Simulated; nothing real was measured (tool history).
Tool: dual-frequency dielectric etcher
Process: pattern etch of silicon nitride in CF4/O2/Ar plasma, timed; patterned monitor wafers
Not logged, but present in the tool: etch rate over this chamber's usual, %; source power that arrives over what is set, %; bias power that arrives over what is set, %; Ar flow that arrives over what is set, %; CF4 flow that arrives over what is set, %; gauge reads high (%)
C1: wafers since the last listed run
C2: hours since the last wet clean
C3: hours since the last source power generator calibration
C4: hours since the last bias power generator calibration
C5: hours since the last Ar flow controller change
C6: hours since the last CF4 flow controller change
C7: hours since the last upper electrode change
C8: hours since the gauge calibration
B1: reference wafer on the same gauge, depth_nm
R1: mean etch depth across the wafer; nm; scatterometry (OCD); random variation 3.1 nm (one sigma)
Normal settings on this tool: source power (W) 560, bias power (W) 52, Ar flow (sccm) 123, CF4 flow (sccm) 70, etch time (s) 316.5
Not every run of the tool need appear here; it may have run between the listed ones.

{"run": 1, "hour": 0.0, "source power (W)": 560, "bias power (W)": 52, "Ar flow (sccm)": 123, "CF4 flow (sccm)": 70, "etch time (s)": 316.5, "C1": 0, "C2": 495.5, "C3": 1356.4, "C4": 2092.5, "C5": 4745.2, "C6": 2278.2, "C7": 5138.7, "C8": 76.7, "B1": 788, "R1": 690.7}
{"run": 2, "hour": 12.7, "source power (W)": 560, "bias power (W)": 52, "Ar flow (sccm)": 123, "CF4 flow (sccm)": 70, "etch time (s)": 316.5, "C1": 77, "C2": 508.2, "C3": 1369.1, "C4": 2105.2, "C5": 4757.9, "C6": 2290.9, "C7": 5151.4, "C8": 89.4, "B1": 786.5, "R1": 689.5}
{"run": 3, "hour": 19.1, "source power (W)": 560, "bias power (W)": 52, "Ar flow (sccm)": 123, "CF4 flow (sccm)": 70, "etch time (s)": 316.5, "C1": 38, "C2": 514.6, "C3": 1375.5, "C4": 2111.6, "C5": 4764.3, "C6": 2297.3, "C7": 5157.8, "C8": 95.8, "B1": 789.6, "R1": 688.6}
{"run": 4, "hour": 28.3, "source power (W)": 560, "bias power (W)": 52, "Ar flow (sccm)": 141, "CF4 flow (sccm)": 70, "etch time (s)": 316.5, "C1": 55, "C2": 523.8, "C3": 1384.7, "C4": 2120.8, "C5": 4773.5, "C6": 2306.5, "C7": 5167, "C8": 105, "B1": 789, "R1": 680.7}
{"hour": 52.6, "done": "wet clean of the chamber"}
{"run": 5, "hour": 53.1, "source power (W)": 560, "bias power (W)": 52, "Ar flow (sccm)": 123, "CF4 flow (sccm)": 70, "etch time (s)": 316.5, "C1": 4, "C2": 0.5, "C3": 1409.5, "C4": 2145.6, "C5": 4798.3, "C6": 2331.3, "C7": 5191.8, "C8": 129.8, "B1": 790.6, "R1": 615.1}
{"run": 6, "hour": 53.5, "source power (W)": 560, "bias power (W)": 52, "Ar flow (sccm)": 123, "CF4 flow (sccm)": 70, "etch time (s)": 316.5, "C1": 2, "C2": 0.9, "C3": 1409.9, "C4": 2146, "C5": 4798.7, "C6": 2331.7, "C7": 5192.2, "C8": 130.2, "B1": 788.1, "R1": 614.2}
{"run": 7, "hour": 60.5, "source power (W)": 430, "bias power (W)": 43, "Ar flow (sccm)": 123, "CF4 flow (sccm)": 54, "etch time (s)": 232, "C1": 42, "C2": 7.9, "C3": 1416.9, "C4": 2153, "C5": 4805.7, "C6": 2338.7, "C7": 5199.2, "C8": 137.2, "B1": 788.1, "R1": 366.9}
{"hour": 79.8, "done": "CF4 flow controller replaced"}
{"run": 8, "hour": 80.3, "source power (W)": 660, "bias power (W)": 64, "Ar flow (sccm)": 142, "CF4 flow (sccm)": 70, "etch time (s)": 233.5, "C1": 83, "C2": 27.7, "C3": 1436.7, "C4": 2172.8, "C5": 4825.5, "C6": 0.5, "C7": 5219, "C8": 157, "B1": 789.9, "R1": 513.4}
{"hour": 86.2, "done": "source power generator calibrated"}
{"run": 9, "hour": 86.7, "source power (W)": 700, "bias power (W)": 52, "Ar flow (sccm)": 109, "CF4 flow (sccm)": 70, "etch time (s)": 316.5, "C1": 14, "C2": 34.1, "C3": 0.5, "C4": 2179.2, "C5": 4831.9, "C6": 6.9, "C7": 5225.4, "C8": 163.4, "B1": 787.4, "R1": 707.2}
{"run": 10, "hour": 98.0, "source power (W)": 560, "bias power (W)": 52, "Ar flow (sccm)": 123, "CF4 flow (sccm)": 70, "etch time (s)": 343, "C1": 68, "C2": 45.4, "C3": 11.8, "C4": 2190.5, "C5": 4843.2, "C6": 18.2, "C7": 5236.7, "C8": 174.7, "B1": 788.2, "R1": 671.6}
{"hour": 111.0, "done": "Ar flow controller replaced"}
{"hour": 124.9, "done": "upper electrode replaced"}
{"run": 11, "hour": 125.4, "source power (W)": 560, "bias power (W)": 52, "Ar flow (sccm)": 123, "CF4 flow (sccm)": 70, "etch time (s)": 316.5, "C1": 45, "C2": 72.8, "C3": 39.2, "C4": 2217.9, "C5": 14.4, "C6": 45.6, "C7": 0.5, "C8": 202.1, "B1": 787.6, "R1": 617.9}
{"run": 12, "hour": 128.7, "source power (W)": 640, "bias power (W)": 52, "Ar flow (sccm)": 110, "CF4 flow (sccm)": 86, "etch time (s)": 316.5, "C1": 20, "C2": 76.1, "C3": 42.5, "C4": 2221.2, "C5": 17.7, "C6": 48.9, "C7": 3.8, "C8": 205.4, "B1": 790.3, "R1": 698.2}
{"hour": 139.2, "done": "bias power generator calibrated"}
{"hour": 157.2, "done": "gauge calibrated"}
{"hour": 158.9, "done": "wet clean of the chamber, repeated, since the last time left the tool worse"}
{"run": 13, "hour": 159.4, "source power (W)": 560, "bias power (W)": 52, "Ar flow (sccm)": 123, "CF4 flow (sccm)": 70, "etch time (s)": 265, "C1": 42, "C2": 0.5, "C3": 73.2, "C4": 20.2, "C5": 48.4, "C6": 79.6, "C7": 34.5, "C8": 2.2, "B1": 788.6, "R1": 553.8}
{"run": 14, "hour": 159.8, "source power (W)": 560, "bias power (W)": 47, "Ar flow (sccm)": 114, "CF4 flow (sccm)": 87, "etch time (s)": 316.5, "C1": 2, "C2": 0.9, "C3": 73.6, "C4": 20.6, "C5": 48.8, "C6": 80, "C7": 34.9, "C8": 2.6, "B1": 789, "R1": 669.4}
{"run": 15, "hour": 168.2, "source power (W)": 560, "bias power (W)": 52, "Ar flow (sccm)": 110, "CF4 flow (sccm)": 70, "etch time (s)": 316.5, "C1": 50, "C2": 9.3, "C3": 82, "C4": 29, "C5": 57.2, "C6": 88.4, "C7": 43.3, "C8": 11, "B1": 789, "R1": 669.4}
{"run": 16, "hour": 175.2, "source power (W)": 560, "bias power (W)": 52, "Ar flow (sccm)": 123, "CF4 flow (sccm)": 70, "etch time (s)": 316.5, "C1": 42, "C2": 16.3, "C3": 89, "C4": 36, "C5": 64.2, "C6": 95.4, "C7": 50.3, "C8": 18, "B1": 789.3, "R1": 662}
{"run": 17, "hour": 192.8, "source power (W)": 560, "bias power (W)": 52, "Ar flow (sccm)": 99, "CF4 flow (sccm)": 70, "etch time (s)": 372, "C1": 106, "C2": 33.9, "C3": 106.6, "C4": 53.6, "C5": 81.8, "C6": 113, "C7": 67.9, "C8": 35.6, "B1": 788.9, "R1": 798}
{"run": 18, "hour": 206.4, "source power (W)": 560, "bias power (W)": 52, "Ar flow (sccm)": 123, "CF4 flow (sccm)": 70, "etch time (s)": 316.5, "C1": 82, "C2": 47.5, "C3": 120.2, "C4": 67.2, "C5": 95.4, "C6": 126.6, "C7": 81.5, "C8": 49.2, "B1": 787.5, "R1": 663.6}
{"run": 19, "hour": 221.2, "source power (W)": 500, "bias power (W)": 52, "Ar flow (sccm)": 123, "CF4 flow (sccm)": 70, "etch time (s)": 316.5, "C1": 89, "C2": 62.3, "C3": 135, "C4": 82, "C5": 110.2, "C6": 141.4, "C7": 96.3, "C8": 64, "B1": 787.6, "R1": 626.1}

For run 20, what comes out?
{"run": 20, "hour": 236.0, "source power (W)": 460, "bias power (W)": 57, "Ar flow (sccm)": 152, "CF4 flow (sccm)": 70, "etch time (s)": 395, "C1": 89, "C2": 77.1, "C3": 149.8, "C4": 96.8, "C5": 125, "C6": 156.2, "C7": 111.1, "C8": 78.8, "B1": "?", "R1": "?"}

B1: 789.7
R1: 748.4 nm
Minus the tool's unlogged condition, the same run would have read R1 746.1 nm.
